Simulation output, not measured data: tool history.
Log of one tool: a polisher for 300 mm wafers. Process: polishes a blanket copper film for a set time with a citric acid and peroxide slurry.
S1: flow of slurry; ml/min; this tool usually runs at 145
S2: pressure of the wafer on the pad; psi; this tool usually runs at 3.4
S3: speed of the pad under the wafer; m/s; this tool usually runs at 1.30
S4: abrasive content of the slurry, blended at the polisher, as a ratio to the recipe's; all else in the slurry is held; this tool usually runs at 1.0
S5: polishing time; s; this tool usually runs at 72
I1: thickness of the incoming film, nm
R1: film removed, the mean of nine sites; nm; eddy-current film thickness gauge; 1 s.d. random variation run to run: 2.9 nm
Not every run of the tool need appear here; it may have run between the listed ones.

run	hour	S1	S2	S3	S4	S5	I1	R1
1	0.0	145	3.4	1.30	1.0	72	1125.3	196.4
2	56.5	145	3.4	1.30	1.0	72	1102.8	193.7
3	111.4	145	4.3	1.30	1.0	72	1128.1	235.6
4	141.2	145	4.3	1.30	1.0	72	1093.1	231.4
# hour 172.5: worn pad replaced by a new one
5	173.0	145	3.4	1.30	1.0	72	1125.0	196.9
# hour 225.6: slurry nozzle cleaned
6	233.3	145	3.4	1.30	1.0	72	1112.7	200.6
7	262.6	145	3.4	1.30	1.0	72	1125.2	197.3
8	291.3	145	3.4	1.30	1.0	72	1123.0	194.3
# hour 340.0: slurry blender recalibrated
9	344.8	145	3.4	1.52	1.0	72	1108.4	230.7
# hour 382.8: worn pad replaced by a new one
10	403.7	145	3.4	1.52	1.0	72	1109.3	224.5
11	441.6	145	3.4	1.52	1.0	72	1104.4	223.8
# hour 450.5: slurry nozzle cleaned
# hour 455.5: head pressure recalibrated
12	498.5	145	3.4	1.30	1.0	72	1118.5	218.3
13	549.8	145	2.7	1.14	1.0	48	1103.2	105.0
# hour 583.2: worn pad replaced by a new one, of another model than before
14	583.7	145	3.4	1.30	1.0	61	1106.7	183.7
15	641.2	145	4.3	1.30	1.0	72	1126.8	249.0
16	698.9	130	3.4	1.30	1.0	72	1107.8	203.0
# hour 706.7: slurry nozzle cleaned
# hour 751.5: slurry blender recalibrated
17	763.7	145	3.0	1.30	1.0	91	1126.3	253.3
# hour 789.1: worn pad replaced by a new one
18	792.7	145	3.4	1.30	1.0	72	1107.1	215.7
19	839.0	145	3.4	1.30	0.7	72	1112.8	190.0
20	898.9	160	4.5	1.30	1.0	96	1122.3	328.3

Forecast run 21:
# hour 947.1: slurry nozzle cleaned
# hour 1005.9: worn pad replaced by a new one
21	1046.0	115	3.4	1.48	1.2	89	1109.8	?

{"run 21": {"R1": 277.9}}
If the tool had no hidden condition, the same run with the same run-to-run variation would have returned R1 286.3 nm.
